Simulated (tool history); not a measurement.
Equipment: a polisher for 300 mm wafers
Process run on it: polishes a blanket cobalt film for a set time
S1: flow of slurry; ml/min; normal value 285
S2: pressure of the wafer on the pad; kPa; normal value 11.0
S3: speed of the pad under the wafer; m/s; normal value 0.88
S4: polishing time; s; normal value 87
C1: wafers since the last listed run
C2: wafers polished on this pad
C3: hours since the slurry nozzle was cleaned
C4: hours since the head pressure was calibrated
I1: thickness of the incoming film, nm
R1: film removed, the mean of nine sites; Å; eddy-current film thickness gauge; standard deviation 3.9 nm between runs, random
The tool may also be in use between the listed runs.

| run | hour | S1 | S2 | S3 | S4 | C1 | C2 | C3 | C4 | I1 | R1 |
|---|---|---|---|---|---|---|---|---|---|---|---|
| 1 | 0.0 | 285 | 11.0 | 1.12 | 87 | 0 | 268 | 7.8 | 838.4 | 1164.3 | 3796 |
| 2 | 27.3 | 285 | 11.0 | 1.12 | 87 | 165 | 433 | 35.1 | 865.7 | 1162.4 | 3617 |
| 3 | 44.6 | 285 | 13.8 | 0.88 | 87 | 104 | 537 | 52.4 | 883.0 | 1156.3 | 3547 |
| 4 | 69.4 | 285 | 11.0 | 0.88 | 87 | 150 | 687 | 77.2 | 907.8 | 1174.5 | 2718 |
|  | 79.0 | worn pad replaced by a new one |
| 5 | 91.9 | 285 | 11.0 | 0.88 | 87 | 111 | 77 | 99.7 | 930.3 | 1168.9 | 3033 |
| 6 | 107.7 | 285 | 11.0 | 0.88 | 87 | 95 | 173 | 115.5 | 946.1 | 1170.7 | 2975 |
| 7 | 133.8 | 285 | 11.0 | 0.88 | 87 | 157 | 331 | 141.6 | 972.2 | 1155.1 | 2914 |
| 8 | 146.8 | 285 | 11.0 | 0.88 | 64 | 78 | 409 | 154.6 | 985.2 | 1174.9 | 2100 |
|  | 181.1 | worn pad replaced by a new one |
| 9 | 181.6 | 285 | 11.0 | 0.88 | 87 | 186 | 3 | 189.4 | 1020.0 | 1161.1 | 3040 |
| 10 | 212.0 | 285 | 11.0 | 0.88 | 87 | 183 | 187 | 219.8 | 1050.4 | 1180.3 | 2929 |
|  | 227.3 | slurry nozzle cleaned |
| 11 | 238.2 | 285 | 11.0 | 0.88 | 87 | 152 | 339 | 10.9 | 1076.6 | 1169.7 | 2832 |
| 12 | 266.9 | 200 | 9.0 | 0.88 | 87 | 173 | 513 | 39.6 | 1105.3 | 1178.1 | 2189 |
|  | 294.2 | worn pad replaced by a new one |
| 13 | 295.3 | 370 | 11.0 | 0.88 | 69 | 147 | 6 | 68.0 | 1133.7 | 1184.3 | 2484 |
| 14 | 324.0 | 350 | 9.0 | 0.88 | 114 | 173 | 180 | 96.7 | 1162.4 | 1179.2 | 3266 |
| 15 | 347.8 | 285 | 9.0 | 0.88 | 87 | 143 | 324 | 120.5 | 1186.2 | 1195.6 | 2332 |
| 16 | 366.4 | 285 | 11.0 | 0.88 | 87 | 112 | 436 | 139.1 | 1204.8 | 1175.1 | 2800 |
|  | 394.6 | head pressure recalibrated |
| 17 | 399.6 | 185 | 9.7 | 1.04 | 87 | 188 | 625 | 172.3 | 5.0 | 1150.4 | 2961 |
|  | 412.3 | worn pad replaced by a new one |
| 18 | 418.6 | 285 | 13.8 | 1.00 | 87 | 90 | 38 | 191.3 | 24.0 | 1184.0 | 4661 |
| 19 | 440.5 | 285 | 11.0 | 0.88 | 87 | 132 | 170 | 213.2 | 45.9 | 1178.4 | 3330 |
|  | 456.6 | slurry nozzle cleaned |
| 20 | 470.6 | 285 | 11.0 | 0.88 | 87 | 176 | 346 | 14.0 | 76.0 | 1171.9 | 3158 |
| 21 | 485.3 | 370 | 11.0 | 0.88 | 58 | 88 | 435 | 28.7 | 90.7 | 1166.4 | 2128 |
|  | 520.9 | worn pad replaced by a new one |
| 22 | 521.4 | 285 | 11.0 | 0.88 | 87 | 194 | 3 | 64.8 | 126.8 | 1173.2 | 3309 |

For each entry between runs, how does the tool's hidden state at the last listed run before it compare with that at the first listed run after it?
Between runs 4 and 5: worn pad replaced by a new one (hour 79.0)
  removal rate lost through wear of the pad, %: 12.2 -> 2.4; deviation of the head's pressure from its setpoint, %: -8.68 -> -8.74
  measured value less the no-hidden-state value, R1: -671 -> -372 Å
Between runs 8 and 9: worn pad replaced by a new one (hour 181.1)
  removal rate lost through wear of the pad, %: 8.2 -> 2.2; deviation of the head's pressure from its setpoint, %: -8.87 -> -8.94
  measured value less the no-hidden-state value, R1: -411 -> -374 Å
Between runs 10 and 11: slurry nozzle cleaned (hour 227.3)
  removal rate lost through wear of the pad, %: 5.41 -> 8.17; deviation of the head's pressure from its setpoint, %: -9 -> -9.05
  measured value less the no-hidden-state value, R1: -474 -> -559 Å
Between runs 12 and 13: worn pad replaced by a new one (hour 294.2)
  removal rate lost through wear of the pad, %: 11.2 -> 0.842; deviation of the head's pressure from its setpoint, %: -9.1 -> -9.14
  measured value less the no-hidden-state value, R1: -523 -> -273 Å
Between runs 16 and 17: head pressure recalibrated (hour 394.6)
  removal rate lost through wear of the pad, %: 8.34 -> 11.8; deviation of the head's pressure from its setpoint, %: -9.24 -> 1.29
  measured value less the no-hidden-state value, R1: -566 -> -354 Å
Between runs 17 and 18: worn pad replaced by a new one (hour 412.3)
  removal rate lost through wear of the pad, %: 11.8 -> 1.74; deviation of the head's pressure from its setpoint, %: 1.29 -> 0.743
  measured value less the no-hidden-state value, R1: -354 -> -48 Å
Between runs 19 and 20: slurry nozzle cleaned (hour 456.6)
  removal rate lost through wear of the pad, %: 4.05 -> 7.23; deviation of the head's pressure from its setpoint, %: 0.142 -> -0.628
  measured value less the no-hidden-state value, R1: -136 -> -267 Å
Between runs 21 and 22: worn pad replaced by a new one (hour 520.9)
  removal rate lost through wear of the pad, %: 8.78 -> 0.798; deviation of the head's pressure from its setpoint, %: -0.983 -> -1.8
  measured value less the no-hidden-state value, R1: -228 -> -88 Å
